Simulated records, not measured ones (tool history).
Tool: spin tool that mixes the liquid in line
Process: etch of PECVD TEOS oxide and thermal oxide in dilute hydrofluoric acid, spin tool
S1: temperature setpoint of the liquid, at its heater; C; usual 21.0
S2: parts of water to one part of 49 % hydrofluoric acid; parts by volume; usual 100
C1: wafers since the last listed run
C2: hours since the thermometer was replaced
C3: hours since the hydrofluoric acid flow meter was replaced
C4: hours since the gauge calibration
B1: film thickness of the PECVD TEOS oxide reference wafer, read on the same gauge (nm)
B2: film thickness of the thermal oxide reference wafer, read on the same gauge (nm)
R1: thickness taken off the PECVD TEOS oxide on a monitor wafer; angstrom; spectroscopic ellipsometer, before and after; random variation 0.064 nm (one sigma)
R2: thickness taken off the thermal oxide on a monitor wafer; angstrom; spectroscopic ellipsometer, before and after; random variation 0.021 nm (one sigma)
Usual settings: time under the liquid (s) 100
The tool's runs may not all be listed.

run 1 hour=0.0 | S1=22.5 S2=80 time_under_the_liquid_(s)=100 | C1=0 C2=1600.2 C3=35.9 C4=164.2 | B1=29.99 B2=150.019 | R1=148.0 R2=54.09
-- hour=36.0 thermometer replaced
run 2 hour=58.4 | S1=21.0 S2=100 time_under_the_liquid_(s)=100 | C1=529 C2=22.4 C3=94.3 C4=222.6 | B1=30.01 B2=150.006 | R1=109.7 R2=39.80
run 3 hour=89.7 | S1=19.0 S2=85 time_under_the_liquid_(s)=50 | C1=288 C2=53.7 C3=125.6 C4=253.9 | B1=30.00 B2=149.986 | R1=60.5 R2=22.07
run 4 hour=119.0 | S1=21.0 S2=100 time_under_the_liquid_(s)=100 | C1=270 C2=83.0 C3=154.9 C4=283.2 | B1=29.98 B2=149.990 | R1=108.9 R2=39.93
run 5 hour=155.4 | S1=24.5 S2=100 time_under_the_liquid_(s)=45 | C1=335 C2=119.4 C3=191.3 C4=319.6 | B1=29.99 B2=150.019 | R1=57.1 R2=20.67
run 6 hour=183.4 | S1=25.0 S2=65 time_under_the_liquid_(s)=100 | C1=258 C2=147.4 C3=219.3 C4=347.6 | B1=30.03 B2=149.998 | R1=206.7 R2=75.76
run 7 hour=253.5 | S1=21.0 S2=100 time_under_the_liquid_(s)=100 | C1=646 C2=217.5 C3=289.4 C4=417.7 | B1=30.00 B2=150.010 | R1=108.7 R2=40.30
run 8 hour=305.8 | S1=22.5 S2=80 time_under_the_liquid_(s)=100 | C1=482 C2=269.8 C3=341.7 C4=470.0 | B1=30.02 B2=149.996 | R1=150.7 R2=54.96
run 9 hour=331.8 | S1=24.5 S2=115 time_under_the_liquid_(s)=100 | C1=239 C2=295.8 C3=367.7 C4=496.0 | B1=30.00 B2=149.989 | R1=107.9 R2=39.51
run 10 hour=362.9 | S1=21.0 S2=100 time_under_the_liquid_(s)=100 | C1=286 C2=326.9 C3=398.8 C4=527.1 | B1=29.99 B2=150.008 | R1=109.6 R2=40.24
run 11 hour=419.1 | S1=21.0 S2=100 time_under_the_liquid_(s)=100 | C1=517 C2=383.1 C3=455.0 C4=583.3 | B1=30.00 B2=150.001 | R1=109.8 R2=40.47
run 12 hour=463.0 | S1=21.0 S2=100 time_under_the_liquid_(s)=100 | C1=404 C2=427.0 C3=498.9 C4=627.2 | B1=29.99 B2=150.014 | R1=110.9 R2=40.07
run 13 hour=506.0 | S1=17.5 S2=70 time_under_the_liquid_(s)=135 | C1=396 C2=470.0 C3=541.9 C4=670.2 | B1=30.00 B2=149.998 | R1=191.6 R2=70.06
run 14 hour=556.6 | S1=21.0 S2=115 time_under_the_liquid_(s)=100 | C1=466 C2=520.6 C3=592.5 C4=720.8 | B1=29.97 B2=150.009 | R1=94.8 R2=34.47
run 15 hour=582.6 | S1=21.0 S2=100 time_under_the_liquid_(s)=130 | C1=239 C2=546.6 C3=618.5 C4=746.8 | B1=30.00 B2=149.992 | R1=144.7 R2=52.44
run 16 hour=632.9 | S1=19.5 S2=100 time_under_the_liquid_(s)=145 | C1=463 C2=596.9 C3=668.8 C4=797.1 | B1=30.01 B2=149.971 | R1=153.2 R2=55.34
run 17 hour=660.6 | S1=25.0 S2=100 time_under_the_liquid_(s)=100 | C1=255 C2=624.6 C3=696.5 C4=824.8 | B1=29.99 B2=150.002 | R1=132.3 R2=47.36
run 18 hour=700.5 | S1=21.0 S2=100 time_under_the_liquid_(s)=120 | C1=367 C2=664.5 C3=736.4 C4=864.7 | B1=30.01 B2=150.008 | R1=133.6 R2=48.97
run 19 hour=769.6 | S1=17.0 S2=120 time_under_the_liquid_(s)=100 | C1=636 C2=733.6 C3=805.5 C4=933.8 | B1=30.01 B2=149.984 | R1=77.0 R2=28.19
run 20 hour=812.2 | S1=21.0 S2=135 time_under_the_liquid_(s)=120 | C1=392 C2=776.2 C3=848.1 C4=976.4 | B1=29.97 B2=150.003 | R1=97.1 R2=34.93
run 21 hour=883.4 | S1=21.0 S2=115 time_under_the_liquid_(s)=145 | C1=656 C2=847.4 C3=919.3 C4=1047.6 | B1=29.98 B2=149.992 | R1=139.5 R2=50.62
run 22 hour=927.4 | S1=23.0 S2=130 time_under_the_liquid_(s)=60 | C1=405 C2=891.4 C3=963.3 C4=1091.6 | B1=30.02 B2=149.996 | R1=54.8 R2=19.83
run 23 hour=989.1 | S1=18.5 S2=100 time_under_the_liquid_(s)=65 | C1=568 C2=953.1 C3=1025.0 C4=1153.3 | B1=30.00 B2=150.016 | R1=66.2 R2=24.14
run 24 hour=1047.1 | S1=23.5 S2=100 time_under_the_liquid_(s)=70 | C1=534 C2=1011.1 C3=1083.0 C4=1211.3 | B1=30.01 B2=149.976 | R1=87.5 R2=31.90
run 25 hour=1086.3 | S1=17.0 S2=145 time_under_the_liquid_(s)=65 | C1=361 C2=1050.3 C3=1122.2 C4=1250.5 | B1=30.02 B2=150.014 | R1=41.0 R2=14.95
run 26 hour=1153.8 | S1=21.0 S2=75 time_under_the_liquid_(s)=125 | C1=622 C2=1117.8 C3=1189.7 C4=1318.0 | B1=29.99 B2=150.012 | R1=195.3 R2=70.47

The same runs without the tool's hidden state, with the same run-to-run variation:
The hidden state here: liquid colder than its thermometer reads (K); hydrofluoric acid flow above the setpoint (%); gauge reads high (%).
run=1 R1=147.1 R2=53.75
run=2 R1=108.9 R2=39.48
run=3 R1=60.0 R2=21.88
run=4 R1=107.8 R2=39.53
run=5 R1=56.5 R2=20.44
run=6 R1=204.3 R2=74.87
run=7 R1=107.2 R2=39.72
run=8 R1=148.3 R2=54.09
run=9 R1=106.0 R2=38.83
run=10 R1=107.7 R2=39.53
run=11 R1=107.7 R2=39.68
run=12 R1=108.6 R2=39.24
run=13 R1=187.5 R2=68.56
run=14 R1=92.6 R2=33.64
run=15 R1=141.2 R2=51.15
run=16 R1=149.2 R2=53.90
run=17 R1=128.7 R2=46.07
run=18 R1=129.9 R2=47.59
run=19 R1=74.6 R2=27.33
run=20 R1=94.0 R2=33.80
run=21 R1=134.7 R2=48.88
run=22 R1=52.8 R2=19.11
run=23 R1=63.8 R2=23.25
run=24 R1=84.1 R2=30.66
run=25 R1=39.3 R2=14.34
run=26 R1=187.3 R2=67.58
